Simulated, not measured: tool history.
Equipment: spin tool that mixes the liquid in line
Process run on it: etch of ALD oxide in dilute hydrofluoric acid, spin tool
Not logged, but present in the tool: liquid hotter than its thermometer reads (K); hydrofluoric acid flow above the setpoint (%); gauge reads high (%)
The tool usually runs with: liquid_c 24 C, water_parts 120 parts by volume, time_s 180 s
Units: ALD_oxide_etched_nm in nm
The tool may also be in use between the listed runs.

run   hour  liquid_c  water_parts  time_s  wafers since the last listed run  hours since the thermometer was replaced  hours since the hydrofluoric acid flow meter was replaced  hours since the gauge calibration  read-back film thickness of the ALD oxide reference wafer, read on the same gauge (nm)  ALD_oxide_etched_nm
  1      0        24          120     180                                 0                                    2066.2                                                      569.5                              694.7                                                                                   50.02                15.29
  2   51.9        24          120     180                               501                                    2118.1                                                      621.4                              746.6                                                                                   50.03                15.25
  3    107        24          120     180                               531                                    2173.2                                                      676.5                              801.7                                                                                   49.96                15.26
  4  177.6        24          120     180                               681                                    2243.8                                                      747.1                              872.3                                                                                   49.98                15.26
  5  216.2        24          120     180                               372                                    2282.4                                                      785.7                              910.9                                                                                      50                15.21
  6  245.7        22          120     180                               284                                    2311.9                                                      815.2                              940.4                                                                                      50                 14.1
  7  280.7        22          120     180                               337                                    2346.9                                                      850.2                              975.4                                                                                   49.98                14.13
  8  332.9        22          120     180                               503                                    2399.1                                                      902.4                             1027.6                                                                                   49.99                14.15
  9  432.2        24          120     180                               958                                    2498.4                                                     1001.7                             1126.9                                                                                   50.02                15.26
     442.4  -- gauge calibrated
     451.4  -- thermometer replaced
 10  480.6        24          120     180                               457                                      29.2                                                     1050.1                               38.2                                                                                   49.97                15.27
 11  518.1        24          120     180                               362                                      66.7                                                     1087.6                               75.7                                                                                      50                15.32
     552.8  -- hydrofluoric acid flow meter replaced
 12  578.4        23          120     180                               572                                       127                                                       25.6                                136                                                                                   49.98                14.38
 13  604.9        24          120     180                               255                                     153.5                                                       52.1                              162.5                                                                                   50.01                14.98
 14    670        28          120     180                               628                                     218.6                                                      117.2                              227.6                                                                                   50.01                17.59
 15  714.4        24          120     180                               428                                       263                                                      161.6                                272                                                                                   50.02                15.02
 16  744.8        24          120     180                               293                                     293.4                                                        192                              302.4                                                                                   50.01                15.03
 17  784.6      20.5          155      75                               384                                     333.2                                                      231.8                              342.2                                                                                   50.01                 4.08
 18  815.2        24          120     230                               295                                     363.8                                                      262.4                              372.8                                                                                   49.99                19.34
 19  877.4      27.5          120     135                               600                                       426                                                      324.6                                435                                                                                   50.01                13.02

Run 20, settings as shown, results not yet in. Your forecast:
 20  904.4      22.5           65     180                               260                                       453                                                      351.6                                462                                                                                       ?                    ?

read-back film thickness of the ALD oxide reference wafer, read on the same gauge (nm): 50.02
ALD_oxide_etched_nm: 28.1 nm
If the tool had no hidden condition, the same run with the same run-to-run variation would have returned ALD_oxide_etched_nm 27.8 nm.
